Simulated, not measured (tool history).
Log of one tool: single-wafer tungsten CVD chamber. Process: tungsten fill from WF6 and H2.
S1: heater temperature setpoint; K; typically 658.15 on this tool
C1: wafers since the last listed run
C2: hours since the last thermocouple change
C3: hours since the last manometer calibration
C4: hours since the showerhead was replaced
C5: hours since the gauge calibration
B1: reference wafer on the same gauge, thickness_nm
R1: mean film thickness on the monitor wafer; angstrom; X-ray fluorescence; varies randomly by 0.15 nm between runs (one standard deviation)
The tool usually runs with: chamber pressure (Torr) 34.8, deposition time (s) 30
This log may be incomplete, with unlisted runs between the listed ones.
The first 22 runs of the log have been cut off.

Run 23, hour 1378.9: usual settings; C1 1117; C2 236.8; C3 612; C4 400.2; C5 322.8; B1 74.534. Result: R1 707.21 angstrom.
Run 24, hour 1436.7: usual settings but S1 666.15 K, chamber pressure (Torr) 38.4, deposition time (s) 24.2; C1 1031; C2 294.6; C3 669.8; C4 458; C5 380.6; B1 74.42. Result: R1 710.74 angstrom.
Run 25, hour 1461.3: usual settings but S1 672.15 K, chamber pressure (Torr) 27.2; C1 439; C2 319.2; C3 694.4; C4 482.6; C5 405.2; B1 74.54. Result: R1 860.63 angstrom.
Run 26, hour 1524.4: usual settings but S1 662.15 K, chamber pressure (Torr) 28.3; C1 1126; C2 382.3; C3 757.5; C4 545.7; C5 468.3; B1 74.488. Result: R1 708.98 angstrom.
Run 27, hour 1567.6: usual settings but S1 645.15 K, deposition time (s) 35.9; C1 771; C2 425.5; C3 800.7; C4 588.9; C5 511.5; B1 74.565. Result: R1 626.98 angstrom.
Run 28, hour 1599.6: usual settings but S1 654.15 K, chamber pressure (Torr) 26.5, deposition time (s) 35.8; C1 571; C2 457.5; C3 832.7; C4 620.9; C5 543.5; B1 74.481. Result: R1 688.51 angstrom.
Run 29, hour 1665.8: usual settings but S1 671.15 K, deposition time (s) 26.6; C1 1181; C2 523.7; C3 898.9; C4 687.1; C5 609.7; B1 74.47. Result: R1 835.42 angstrom.
Run 30, hour 1708.5: usual settings but S1 664.15 K, chamber pressure (Torr) 39.8, deposition time (s) 33.1; C1 762; C2 566.4; C3 941.6; C4 729.8; C5 652.4; B1 74.524. Result: R1 951.71 angstrom.
Run 31, hour 1745.2: usual settings but S1 653.15 K, chamber pressure (Torr) 30.7; C1 655; C2 603.1; C3 978.3; C4 766.5; C5 689.1; B1 74.491. Result: R1 601.81 angstrom.
Run 32, hour 1774.6: usual settings but S1 651.15 K, chamber pressure (Torr) 42.2, deposition time (s) 32.4; C1 524; C2 632.5; C3 1007.7; C4 795.9; C5 718.5; B1 74.57. Result: R1 714.18 angstrom.
Run 33, hour 1833.9: usual settings but S1 667.15 K, chamber pressure (Torr) 26.4, deposition time (s) 24.8; C1 1058; C2 691.8; C3 1067; C4 855.2; C5 777.8; B1 74.52. Result: R1 635.69 angstrom.

Branching from run 33: 5 alternative next runs. What would each branch give?
Run A, hour 1834.3: usual settings but deposition time (s) 34.9; C1 7; C2 692.2; C3 1067.4; C4 855.6; C5 778.2; B1 ?. Result: R1 ?.
Run B, hour 1834.3: usual settings but S1 651.15 K, chamber pressure (Torr) 38, deposition time (s) 32.5; C1 7; C2 692.2; C3 1067.4; C4 855.6; C5 778.2; B1 ?. Result: R1 ?.
Run C, hour 1834.3: usual settings but chamber pressure (Torr) 29; C1 7; C2 692.2; C3 1067.4; C4 855.6; C5 778.2; B1 ?. Result: R1 ?.
Run D, hour 1834.3: usual settings but S1 654.15 K, deposition time (s) 34.6; C1 7; C2 692.2; C3 1067.4; C4 855.6; C5 778.2; B1 ?. Result: R1 ?.
Run E, hour 1834.3: usual settings but S1 654.15 K, chamber pressure (Torr) 26.3, deposition time (s) 27.7; C1 7; C2 692.2; C3 1067.4; C4 855.6; C5 778.2; B1 ?. Result: R1 ?.

run      B1      R1
  A  74.469  833.62
  B  74.469  687.14
  C  74.469  661.05
  D  74.469  754.64
  E  74.469  533.78
With no hidden state in the tool, these same runs would have given:
run      R1
  A   825.2
  B  679.75
  C  654.43
  D  746.86
  E  528.31
